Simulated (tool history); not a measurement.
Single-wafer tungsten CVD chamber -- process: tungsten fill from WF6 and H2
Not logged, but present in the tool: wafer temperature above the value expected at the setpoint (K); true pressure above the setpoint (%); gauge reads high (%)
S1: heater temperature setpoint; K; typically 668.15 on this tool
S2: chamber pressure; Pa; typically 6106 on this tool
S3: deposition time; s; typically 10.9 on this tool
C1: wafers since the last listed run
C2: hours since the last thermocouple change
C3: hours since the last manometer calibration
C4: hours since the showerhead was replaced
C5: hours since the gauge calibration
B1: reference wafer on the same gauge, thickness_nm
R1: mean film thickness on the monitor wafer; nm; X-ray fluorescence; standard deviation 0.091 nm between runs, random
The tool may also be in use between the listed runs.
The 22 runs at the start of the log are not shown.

{"run": 23, "hour": 1773.3, "S1": 658.15, "S2": 6106, "S3": 10.9, "C1": 3265, "C2": 211.3, "C3": 269.0, "C4": 3363.8, "C5": 1454.7, "B1": 41.927, "R1": 29.703}
{"run": 24, "hour": 1852.1, "S1": 679.15, "S2": 4813, "S3": 10.9, "C1": 3189, "C2": 290.1, "C3": 347.8, "C4": 3442.6, "C5": 1533.5, "B1": 41.885, "R1": 37.669}
{"hour": 1882.8, "done": "gauge calibrated"}
{"run": 25, "hour": 1925.9, "S1": 668.15, "S2": 6106, "S3": 9.1, "C1": 2986, "C2": 363.9, "C3": 421.6, "C4": 3516.4, "C5": 43.1, "B1": 42.727, "R1": 29.796}
{"hour": 2082.8, "done": "showerhead replaced"}
{"run": 26, "hour": 2143.5, "S1": 674.15, "S2": 6106, "S3": 10.9, "C1": 8482, "C2": 581.5, "C3": 639.2, "C4": 60.7, "C5": 260.7, "B1": 42.581, "R1": 39.425}
{"run": 27, "hour": 2241.3, "S1": 674.15, "S2": 6573, "S3": 12.1, "C1": 3958, "C2": 679.3, "C3": 737.0, "C4": 158.5, "C5": 358.5, "B1": 42.526, "R1": 45.091}
{"run": 28, "hour": 2286.5, "S1": 658.15, "S2": 7279, "S3": 9.8, "C1": 1829, "C2": 724.5, "C3": 782.2, "C4": 203.7, "C5": 403.7, "B1": 42.475, "R1": 29.225}
{"run": 29, "hour": 2378.0, "S1": 656.15, "S2": 6106, "S3": 12.2, "C1": 3703, "C2": 816.0, "C3": 873.7, "C4": 295.2, "C5": 495.2, "B1": 42.484, "R1": 32.46}
{"run": 30, "hour": 2435.8, "S1": 677.15, "S2": 7453, "S3": 10.9, "C1": 2339, "C2": 873.8, "C3": 931.5, "C4": 353.0, "C5": 553.0, "B1": 42.451, "R1": 44.845}

Forecast run 31:
{"run": 31, "hour": 2488.7, "S1": 663.15, "S2": 5653, "S3": 12.8, "C1": 2140, "C2": 926.7, "C3": 984.4, "C4": 405.9, "C5": 605.9, "B1": "?", "R1": "?"}

Logged for run 31: B1 42.374, R1 36.925 nm.
Take away the tool's hidden state, keep the run-to-run variation as it was, and the same run would have given R1 37.193 nm.

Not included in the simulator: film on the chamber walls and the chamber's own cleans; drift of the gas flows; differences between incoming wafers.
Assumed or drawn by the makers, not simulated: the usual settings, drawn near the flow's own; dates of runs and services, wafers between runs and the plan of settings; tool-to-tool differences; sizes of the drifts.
